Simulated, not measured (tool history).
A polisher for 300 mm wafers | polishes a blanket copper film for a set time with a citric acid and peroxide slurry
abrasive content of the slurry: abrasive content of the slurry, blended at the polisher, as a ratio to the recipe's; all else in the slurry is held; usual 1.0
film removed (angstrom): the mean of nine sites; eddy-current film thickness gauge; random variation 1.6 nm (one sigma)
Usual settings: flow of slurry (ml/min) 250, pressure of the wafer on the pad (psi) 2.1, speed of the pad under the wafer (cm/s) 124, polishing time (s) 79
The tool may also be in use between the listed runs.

run	hour	flow of slurry (ml/min)	pressure of the wafer on the pad (psi)	speed of the pad under the wafer (cm/s)	abrasive content of the slurry	polishing time (s)	incoming thickness of the incoming film, nm	film removed (angstrom)
1	0.0	250	2.1	124	1.0	79	682.0	1229
2	38.9	250	2.1	124	1.0	79	674.7	1215
# hour 47.9: slurry blender recalibrated
# hour 76.7: worn pad replaced by a new one
3	93.6	250	2.1	124	1.0	79	685.4	1339
4	129.6	250	2.1	124	1.0	79	685.5	1316
5	192.9	250	2.1	124	0.8	79	674.8	1249
6	229.1	250	2.1	124	0.8	79	686.5	1219
# hour 274.6: worn pad replaced by a new one
# hour 278.3: slurry nozzle cleaned
7	281.5	250	2.1	124	0.8	79	673.8	1192
# hour 308.3: head pressure recalibrated
8	320.3	250	2.1	124	1.0	79	690.7	1275
9	390.4	250	2.1	124	1.0	79	674.0	1215
# hour 398.6: slurry blender recalibrated
10	436.6	250	2.1	124	1.0	79	676.5	1350
# hour 448.0: worn pad replaced by a new one
11	469.2	250	2.1	124	1.0	79	689.9	1327

Forecast run 12:
12	510.5	250	2.1	142	0.8	58	690.4	?

{"run 12": {"film removed (angstrom)": 1050}}
Without the tool's hidden state the same run would have given film removed (angstrom) 1058.
